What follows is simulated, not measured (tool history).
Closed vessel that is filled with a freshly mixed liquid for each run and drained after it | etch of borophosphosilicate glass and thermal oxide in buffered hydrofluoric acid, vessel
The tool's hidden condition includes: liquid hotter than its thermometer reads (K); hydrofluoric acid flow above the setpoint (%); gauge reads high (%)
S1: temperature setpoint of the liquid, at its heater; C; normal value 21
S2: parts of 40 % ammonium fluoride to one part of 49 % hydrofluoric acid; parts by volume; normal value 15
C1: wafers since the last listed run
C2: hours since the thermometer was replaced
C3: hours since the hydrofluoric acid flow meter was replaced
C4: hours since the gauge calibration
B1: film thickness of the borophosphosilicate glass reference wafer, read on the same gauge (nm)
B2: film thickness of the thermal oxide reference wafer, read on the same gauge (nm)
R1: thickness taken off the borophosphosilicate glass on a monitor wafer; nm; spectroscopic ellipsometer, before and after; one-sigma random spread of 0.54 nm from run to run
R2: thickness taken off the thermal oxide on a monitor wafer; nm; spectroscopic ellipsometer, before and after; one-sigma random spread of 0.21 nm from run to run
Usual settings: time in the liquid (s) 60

run 1 hour=0 | S1=21 S2=15 time_in_the_liquid_(s)=45 | C1=0 C2=1774.9 C3=112.3 C4=1312 | B1=59.98 B2=79.95 | R1=86.68 R2=30.2
run 2 hour=92.9 | S1=21 S2=15 time_in_the_liquid_(s)=60 | C1=8022 C2=1867.8 C3=205.2 C4=1404.9 | B1=60.01 B2=80.02 | R1=116.84 R2=40.61
run 3 hour=168.7 | S1=21 S2=15 time_in_the_liquid_(s)=60 | C1=6546 C2=1943.6 C3=281 C4=1480.7 | B1=60.05 B2=79.96 | R1=117.05 R2=40.62
run 4 hour=250.6 | S1=21 S2=15 time_in_the_liquid_(s)=60 | C1=7072 C2=2025.5 C3=362.9 C4=1562.6 | B1=59.97 B2=80.03 | R1=117.08 R2=40.65
run 5 hour=327 | S1=21 S2=15 time_in_the_liquid_(s)=60 | C1=6597 C2=2101.9 C3=439.3 C4=1639 | B1=60.05 B2=79.98 | R1=119.09 R2=41.35
run 6 hour=569.5 | S1=21 S2=15 time_in_the_liquid_(s)=60 | C1=20942 C2=2344.4 C3=681.8 C4=1881.5 | B1=60.03 B2=80 | R1=120 R2=41.84
run 7 hour=672.5 | S1=21 S2=10.5 time_in_the_liquid_(s)=70 | C1=8894 C2=2447.4 C3=784.8 C4=1984.5 | B1=60.05 B2=79.99 | R1=201.86 R2=69.79
-- hour=750.7 hydrofluoric acid flow meter replaced
run 8 hour=760 | S1=21 S2=10.5 time_in_the_liquid_(s)=70 | C1=7470 C2=2534.9 C3=9.3 C4=2072 | B1=60.02 B2=80.02 | R1=190.24 R2=65.8
run 9 hour=820.5 | S1=21 S2=15 time_in_the_liquid_(s)=60 | C1=5224 C2=2595.4 C3=69.8 C4=2132.5 | B1=59.99 B2=79.97 | R1=114.72 R2=39.87
-- hour=858 thermometer replaced
run 10 hour=913.5 | S1=21 S2=15 time_in_the_liquid_(s)=60 | C1=7945 C2=55.5 C3=162.8 C4=2225.5 | B1=59.98 B2=80.03 | R1=113.27 R2=38.84
run 11 hour=967.6 | S1=21 S2=15 time_in_the_liquid_(s)=60 | C1=4672 C2=109.6 C3=216.9 C4=2279.6 | B1=59.97 B2=80.03 | R1=114.59 R2=39.29
-- hour=1034.7 gauge calibrated
run 12 hour=1065.3 | S1=21 S2=13.5 time_in_the_liquid_(s)=60 | C1=8437 C2=207.3 C3=314.6 C4=30.6 | B1=59.97 B2=79.99 | R1=127.3 R2=43.38
run 13 hour=1121.9 | S1=18.5 S2=15 time_in_the_liquid_(s)=60 | C1=4887 C2=263.9 C3=371.2 C4=87.2 | B1=59.99 B2=79.99 | R1=100.56 R2=34.41
run 14 hour=1224.8 | S1=21 S2=11 time_in_the_liquid_(s)=60 | C1=8886 C2=366.8 C3=474.1 C4=190.1 | B1=60 B2=79.99 | R1=157.37 R2=54.2
run 15 hour=1301.7 | S1=18 S2=18 time_in_the_liquid_(s)=30 | C1=6641 C2=443.7 C3=551 C4=267 | B1=59.96 B2=80.05 | R1=41.21 R2=14.17
run 16 hour=1381.2 | S1=19.5 S2=12.5 time_in_the_liquid_(s)=45 | C1=6865 C2=523.2 C3=630.5 C4=346.5 | B1=60.01 B2=79.97 | R1=97.9 R2=33.35
run 17 hour=1465.6 | S1=21 S2=11 time_in_the_liquid_(s)=75 | C1=7288 C2=607.6 C3=714.9 C4=430.9 | B1=60.02 B2=79.96 | R1=199.68 R2=68.75
run 18 hour=1523.1 | S1=23 S2=13 time_in_the_liquid_(s)=75 | C1=4965 C2=665.1 C3=772.4 C4=488.4 | B1=59.99 B2=79.99 | R1=191.68 R2=66.09
-- hour=1585.1 hydrofluoric acid flow meter replaced
run 19 hour=1594 | S1=21 S2=15 time_in_the_liquid_(s)=90 | C1=6036 C2=736 C3=8.9 C4=559.3 | B1=60.01 B2=80 | R1=169.57 R2=58.46
run 20 hour=1650.1 | S1=23 S2=17 time_in_the_liquid_(s)=60 | C1=4844 C2=792.1 C3=65 C4=615.4 | B1=59.99 B2=79.99 | R1=111.39 R2=38.55
run 21 hour=1701.7 | S1=17.5 S2=16.5 time_in_the_liquid_(s)=60 | C1=4456 C2=843.7 C3=116.6 C4=667 | B1=60.03 B2=79.98 | R1=85.26 R2=29.27
run 22 hour=1788.1 | S1=21 S2=15 time_in_the_liquid_(s)=60 | C1=7461 C2=930.1 C3=203 C4=753.4 | B1=60.02 B2=79.97 | R1=115.08 R2=39.27
run 23 hour=1868.1 | S1=24 S2=12.5 time_in_the_liquid_(s)=85 | C1=6908 C2=1010.1 C3=283 C4=833.4 | B1=59.99 B2=79.98 | R1=229.31 R2=79.95
run 24 hour=1968.7 | S1=22.5 S2=10.5 time_in_the_liquid_(s)=75 | C1=8687 C2=1110.7 C3=383.6 C4=934 | B1=60.03 B2=80.01 | R1=224.56 R2=77.37
run 25 hour=2036.7 | S1=17.5 S2=18.5 time_in_the_liquid_(s)=60 | C1=5872 C2=1178.7 C3=451.6 C4=1002 | B1=60.02 B2=80.03 | R1=78.26 R2=26.97

Run 26, settings as shown, results not yet in. Your forecast:
run 26 hour=2106.2 | S1=21 S2=15 time_in_the_liquid_(s)=60 | C1=6001 C2=1248.2 C3=521.1 C4=1071.5 | B1=? B2=? | R1=? R2=?

Run 26 produced B1 59.98, B2 79.97, R1 117.62 nm, R2 40.78 nm.
Had the tool carried no hidden state, the very same run would have given R1 112.05 nm, R2 38.85 nm.
